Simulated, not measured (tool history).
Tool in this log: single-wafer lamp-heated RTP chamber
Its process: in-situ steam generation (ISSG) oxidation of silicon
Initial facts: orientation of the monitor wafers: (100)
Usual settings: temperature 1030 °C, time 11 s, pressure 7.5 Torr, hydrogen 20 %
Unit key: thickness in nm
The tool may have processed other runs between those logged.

| run | hour | temperature | time | pressure | hydrogen | read-back reference wafer on the same gauge, thickness | thickness |
|---|---|---|---|---|---|---|---|
| 1 | 0.0 | 1030 | 11 | 7.5 | 20 | 3.673 | 4.580 |
| 2 | 14.3 | 1030 | 11 | 8.7 | 20 | 3.669 | 4.568 |
| 3 | 29.7 | 1030 | 11 | 8.7 | 20 | 3.671 | 4.563 |
| 4 | 41.9 | 1030 | 11 | 6.9 | 20 | 3.670 | 4.540 |
| 5 | 56.0 | 1030 | 11 | 6.9 | 20 | 3.672 | 4.585 |
| 6 | 69.6 | 1030 | 11 | 7.5 | 20 | 3.671 | 4.581 |
| 7 | 86.1 | 1030 | 11 | 8.2 | 20 | 3.670 | 4.574 |
| 8 | 95.4 | 1030 | 11 | 7.5 | 20 | 3.671 | 4.597 |
| 9 | 104.2 | 1030 | 11 | 7.5 | 20 | 3.669 | 4.603 |
| 10 | 115.3 | 1030 | 11 | 7.0 | 26 | 3.671 | 4.910 |
| 11 | 126.4 | 1030 | 11 | 6.9 | 25 | 3.671 | 4.843 |
| 12 | 137.1 | 1030 | 11 | 6.9 | 25 | 3.671 | 4.842 |
| 13 | 145.9 | 1030 | 11 | 7.5 | 20 | 3.666 | 4.599 |
|  | 166.1 | hydrogen flow controller replaced |
| 14 | 166.6 | 1030 | 11 | 7.5 | 20 | 3.672 | 4.590 |
| 15 | 174.9 | 1030 | 11 | 8.7 | 20 | 3.671 | 4.580 |
|  | 181.3 | gauge calibrated |
| 16 | 189.0 | 1030 | 8 | 6.9 | 17 | 3.669 | 3.791 |
| 17 | 200.6 | 1030 | 9 | 8.0 | 25 | 3.669 | 4.426 |
| 18 | 216.6 | 1030 | 11 | 7.5 | 11 | 3.670 | 3.981 |
|  | 228.9 | pyrometer window cleaned and pyrometer calibrated |
| 19 | 234.5 | 1030 | 11 | 7.5 | 25 | 3.667 | 4.807 |
| 20 | 248.3 | 1030 | 11 | 7.5 | 20 | 3.672 | 4.531 |
| 21 | 259.8 | 1030 | 11 | 8.7 | 20 | 3.672 | 4.512 |
| 22 | 268.1 | 1030 | 11 | 7.5 | 29 | 3.671 | 5.025 |
|  | 286.4 | pressure gauge zeroed |
| 23 | 308.1 | 1013 | 11 | 7.5 | 20 | 3.667 | 4.247 |
| 24 | 318.1 | 1030 | 11 | 7.5 | 20 | 3.669 | 4.533 |
| 25 | 353.5 | 1030 | 11 | 6.9 | 25 | 3.671 | 4.804 |
| 26 | 370.9 | 1044 | 9 | 8.8 | 15 | 3.672 | 4.082 |
| 27 | 386.6 | 1030 | 7 | 7.5 | 20 | 3.671 | 3.695 |

How would selected steps in thickness from run to run divide? Give the signed amount a tool lacking its hidden state would still show from settings, what came in and random variation, and the signed amount left for the hidden state, including any gauge scatter that is not in both of the compared results.
What the log doesn't record here: true wafer temperature minus pyrometer reading, K; true pressure minus gauge reading, Torr; deviation of the hydrogen flow from its setpoint, %; gauge reads high (%).
Run 15 -> 16: time 11 -> 8, pressure 8.7 -> 6.9, hydrogen 20 -> 17, gauge calibrated. thickness -0.789 nm: hidden state -0.017, all else -0.772.
Run 18 -> 19: hydrogen 11 -> 25, pyrometer window cleaned and pyrometer calibrated. thickness +0.826 nm: hidden state -0.063, all else +0.889.
